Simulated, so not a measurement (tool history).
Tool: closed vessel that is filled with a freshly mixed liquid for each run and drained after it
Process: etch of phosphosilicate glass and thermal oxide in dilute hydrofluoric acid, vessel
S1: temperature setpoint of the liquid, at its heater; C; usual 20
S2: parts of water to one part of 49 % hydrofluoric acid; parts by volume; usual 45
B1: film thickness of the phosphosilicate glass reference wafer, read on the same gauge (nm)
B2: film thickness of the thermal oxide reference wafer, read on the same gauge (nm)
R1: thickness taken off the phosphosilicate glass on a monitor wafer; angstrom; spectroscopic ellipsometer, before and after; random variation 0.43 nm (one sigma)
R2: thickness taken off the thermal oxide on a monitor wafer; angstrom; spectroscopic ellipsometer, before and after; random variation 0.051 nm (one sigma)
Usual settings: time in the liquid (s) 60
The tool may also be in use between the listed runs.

Run 1, day 0: usual settings but S1 17 C; B1 49.99; B2 109.99. Result: R1 1507.7 angstrom, R2 43 angstrom.
Run 2, day 0.721: usual settings but S1 17 C; B1 49.98; B2 109.99. Result: R1 1500.3 angstrom, R2 42.1 angstrom.
Run 3, day 1.408: usual settings but S1 17 C; B1 49.99; B2 110.02. Result: R1 1502.3 angstrom, R2 41.5 angstrom.
Run 4, day 1.996: usual settings; B1 50.04; B2 109.96. Result: R1 1700.5 angstrom, R2 47.7 angstrom.
Run 5, day 2.554: usual settings; B1 50.06; B2 109.99. Result: R1 1702.8 angstrom, R2 47.7 angstrom.
Run 6, day 2.904: usual settings; B1 49.96; B2 109.96. Result: R1 1698.9 angstrom, R2 47.8 angstrom.
Run 7, day 3.154: usual settings; B1 49.98; B2 110.03. Result: R1 1705.3 angstrom, R2 47.6 angstrom.
Run 8, day 3.788: usual settings; B1 50.03; B2 110.02. Result: R1 1697.2 angstrom, R2 47 angstrom.
Run 9, day 4.067: usual settings; B1 49.99; B2 110. Result: R1 1695.2 angstrom, R2 46.9 angstrom.
Run 10, day 4.404: usual settings but S2 50 parts by volume, time in the liquid (s) 80; B1 50; B2 110. Result: R1 2014.3 angstrom, R2 56.3 angstrom.
At day 4.625: gauge calibrated.
Run 11, day 4.804: usual settings but S2 50 parts by volume; B1 50.02; B2 110.01. Result: R1 1509.1 angstrom, R2 42.1 angstrom.
At day 4.917: hydrofluoric acid flow meter replaced.
Run 12, day 5.338: usual settings but S2 60 parts by volume, time in the liquid (s) 70; B1 50; B2 109.95. Result: R1 1669.5 angstrom, R2 46.4 angstrom.
Run 13, day 5.604: usual settings but S1 18 C, S2 30 parts by volume, time in the liquid (s) 70; B1 49.97; B2 110.05. Result: R1 3151.8 angstrom, R2 89.4 angstrom.
Run 14, day 6.183: usual settings; B1 50.01; B2 110.04. Result: R1 1927.1 angstrom, R2 54 angstrom.
At day 6.242: thermometer replaced.
Run 15, day 6.633: usual settings; B1 49.95; B2 110. Result: R1 2137.5 angstrom, R2 60.3 angstrom.
Run 16, day 7.133: usual settings but S2 25 parts by volume, time in the liquid (s) 85; B1 49.97; B2 109.98. Result: R1 5578.1 angstrom, R2 157.4 angstrom.
Run 17, day 7.633: usual settings but S1 18.5 C, time in the liquid (s) 75; B1 50.01; B2 110.04. Result: R1 2498.6 angstrom, R2 69.6 angstrom.
Run 18, day 8.367: usual settings but S1 23.5 C, S2 25 parts by volume, time in the liquid (s) 80; B1 50; B2 110.02. Result: R1 6077 angstrom, R2 171.7 angstrom.
Run 19, day 8.9: usual settings but time in the liquid (s) 35; B1 49.99; B2 109.99. Result: R1 1230.8 angstrom, R2 34.6 angstrom.

Forecast each of these 3 alternatives for the next run:
Run A, day 8.929: usual settings; B1 ?; B2 ?. Result: R1 ?, R2 ?.
Run B, day 8.929: usual settings but S2 55 parts by volume, time in the liquid (s) 40; B1 ?; B2 ?. Result: R1 ?, R2 ?.
Run C, day 8.929: usual settings but S1 22.5 C, S2 55 parts by volume, time in the liquid (s) 40; B1 ?; B2 ?. Result: R1 ?, R2 ?.

run  B1   B2      R1    R2
  A  50  110  2111.9  59.2
  B  50  110  1138.1  31.9
  C  50  110    1264  35.4
Without the tool's hidden state the same runs would have given:
run      R1    R2
  A  2164.7  60.7
  B  1166.7  32.7
  C  1295.5  36.3

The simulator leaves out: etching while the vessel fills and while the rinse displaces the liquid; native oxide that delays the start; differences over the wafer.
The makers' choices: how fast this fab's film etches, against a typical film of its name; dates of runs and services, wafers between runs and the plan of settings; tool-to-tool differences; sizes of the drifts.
